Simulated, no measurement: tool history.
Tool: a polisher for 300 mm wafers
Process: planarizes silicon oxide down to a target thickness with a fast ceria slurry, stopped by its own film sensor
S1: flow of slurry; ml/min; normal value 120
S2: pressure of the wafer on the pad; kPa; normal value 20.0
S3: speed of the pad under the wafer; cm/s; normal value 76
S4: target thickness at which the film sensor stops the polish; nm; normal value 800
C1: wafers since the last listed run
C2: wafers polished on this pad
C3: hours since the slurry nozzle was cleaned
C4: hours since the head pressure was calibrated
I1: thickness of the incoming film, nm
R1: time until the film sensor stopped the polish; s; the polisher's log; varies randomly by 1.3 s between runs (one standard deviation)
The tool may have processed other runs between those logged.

run	hour	S1	S2	S3	S4	C1	C2	C3	C4	I1	R1
1	0.0	120	20.0	76	800	0	171	323.6	630.0	2194.3	136.1
# hour 22.0: slurry nozzle cleaned
2	25.6	120	20.0	76	800	203	374	3.6	655.6	2183.5	128.2
3	60.5	120	20.0	76	800	288	663	38.5	690.5	2173.4	131.6
4	85.8	120	20.0	76	800	209	872	63.8	715.8	2205.5	135.0
5	109.0	120	24.8	68	800	191	1064	87.0	739.0	2194.6	116.9
6	130.5	120	24.8	68	800	177	1241	108.5	760.5	2207.1	117.7
7	147.0	120	24.8	68	800	136	1378	125.0	777.0	2182.5	116.1
# hour 157.0: worn pad replaced by a new one
8	175.1	120	20.0	76	800	199	149	153.1	805.1	2209.3	138.0
9	193.0	120	20.0	76	800	147	297	171.0	823.0	2194.8	137.8
10	223.0	120	20.0	76	800	247	545	201.0	853.0	2165.4	135.7
11	239.9	120	20.0	76	800	139	684	217.9	869.9	2184.2	137.1
12	262.6	120	20.0	76	800	187	872	240.6	892.6	2163.8	133.3
13	297.7	120	20.0	76	800	290	1162	275.7	927.7	2150.9	134.9
14	319.0	120	20.0	76	1075	176	1338	297.0	949.0	2168.9	110.0
# hour 322.6: slurry nozzle cleaned
# hour 351.6: worn pad replaced by a new one
15	353.2	120	20.0	76	1075	241	12	30.6	983.2	2197.3	120.9
16	443.0	120	20.0	76	1075	742	755	120.4	1073.0	2177.5	129.8
17	456.4	120	20.0	76	800	110	865	133.8	1086.4	2196.4	162.5
18	470.3	120	16.5	76	1168	114	980	147.7	1100.3	2171.8	142.9
# hour 477.4: slurry nozzle cleaned, repeated, since the last time left the tool worse
19	490.0	90	23.4	84	800	154	1135	12.6	1120.0	2221.3	115.4
20	503.2	150	13.8	96	800	109	1244	25.8	1133.2	2188.0	154.8
21	537.5	95	20.0	76	800	283	1528	60.1	1167.5	2189.1	142.0
# hour 541.6: worn pad replaced by a new one
# hour 557.6: head pressure recalibrated
22	567.0	120	20.0	76	800	194	193	89.6	9.4	2189.5	135.8
23	670.7	130	15.9	76	800	857	1050	193.3	113.1	2180.9	172.0
# hour 715.2: worn pad replaced by a new one
24	765.1	120	16.5	76	800	747	412	287.7	207.5	2195.8	167.1
25	785.9	120	20.0	76	800	171	584	308.5	228.3	2177.1	138.3
26	819.2	120	20.0	102	1055	275	859	341.8	261.6	2153.1	86.2
# hour 827.2: slurry nozzle cleaned
27	838.0	120	16.5	92	800	147	1006	10.8	280.4	2231.8	140.2
28	851.8	120	20.0	76	800	114	1120	24.6	294.2	2194.5	133.2
29	865.9	120	20.0	76	800	116	1237	38.7	308.3	2188.2	132.7
30	889.1	120	24.1	76	800	191	1429	61.9	331.5	2211.9	110.2
31	918.1	120	20.0	76	800	239	1668	90.9	360.5	2218.4	136.9
# hour 927.3: worn pad replaced by a new one
32	933.4	120	14.5	64	1083	93	50	106.2	375.8	2171.2	165.9
33	946.5	120	20.0	66	800	108	158	119.3	388.9	2204.5	149.3
34	964.8	120	20.0	76	800	151	310	137.6	407.2	2238.3	140.5
35	990.0	120	20.0	70	800	208	518	162.8	432.4	2169.3	142.6
36	1005.2	120	20.0	76	800	125	644	178.0	447.6	2151.2	131.9

3 options for the next run, each taken on its own from the tool as it stands now. Forecast them:
A	1005.7	120	20.0	88	800	4	648	178.5	448.1	2192.6	?
B	1005.7	120	15.9	76	1040	4	648	178.5	448.1	2192.6	?
C	1005.7	160	14.5	76	800	4	648	178.5	448.1	2192.6	?

run	R1
A	122.1
B	141.9
C	175.3
Without the tool's unlogged condition, the same runs would have read:
run	R1
A	115.5
B	134.1
C	168.0
